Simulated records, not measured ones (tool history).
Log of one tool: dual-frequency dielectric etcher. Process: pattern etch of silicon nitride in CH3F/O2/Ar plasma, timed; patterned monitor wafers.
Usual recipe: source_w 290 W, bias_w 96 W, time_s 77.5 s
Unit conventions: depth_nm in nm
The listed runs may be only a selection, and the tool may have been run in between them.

run,hour,source_w,bias_w,time_s,wafers since the last listed run,hours since the last wet clean,hours since the last source power generator calibration,hours since the last bias power generator calibration,hours since the last upper electrode change,hours since the gauge calibration,"read-back reference wafer on the same gauge, depth_nm",depth_nm
1,0,290,96,77.5,0,177.9,1356.7,1587,4524,181.8,58.1,56.9
2,21.8,290,96,77.5,262,199.7,1378.5,1608.8,4545.8,203.6,58.2,56.9
3,56.6,290,96,77.5,419,234.5,1413.3,1643.6,4580.6,238.4,58.1,57.5
4,91.5,290,96,77.5,420,269.4,1448.2,1678.5,4615.5,273.3,58.2,56.9
5,109,290,96,77.5,211,286.9,1465.7,1696,4633,290.8,58.2,57.6
6,134.1,290,96,77.5,302,312,1490.8,1721.1,4658.1,315.9,58.2,56.9
# hour 139: gauge calibrated
# hour 157.3: source power generator calibrated
# hour 168.5: wet clean of the chamber
7,169,290,96,77.5,237,0.5,11.7,1756,4693,30,58.2,57.1
8,184.2,270,96,77.5,183,15.7,26.9,1771.2,4708.2,45.2,58.2,55.5
9,199,290,96,66,178,30.5,41.7,1786,4723,60,58.2,48.9
10,233.5,290,96,66,416,65,76.2,1820.5,4757.5,94.5,58.2,48.6
11,247.1,290,103,77.5,164,78.6,89.8,1834.1,4771.1,108.1,58.2,59
# hour 262.8: bias power generator calibrated
# hour 292.2: upper electrode replaced
12,292.7,290,72,77.5,212,124.2,135.4,29.9,0.5,153.7,58.2,49.6
13,293,320,77,55.5,3,124.5,135.7,30.2,0.8,154,58.1,38.4
14,306.1,290,113,97.5,157,137.6,148.8,43.3,13.9,167.1,58.2,77.7

Forecast run 15:
15,335.4,340,84,77.5,353,166.9,178.1,72.6,43.2,196.4,?,?

read-back reference wafer on the same gauge, depth_nm: 58.2
depth_nm: 56.6 nm
Minus the tool's unlogged condition, the same run would have read depth_nm 56.6 nm.
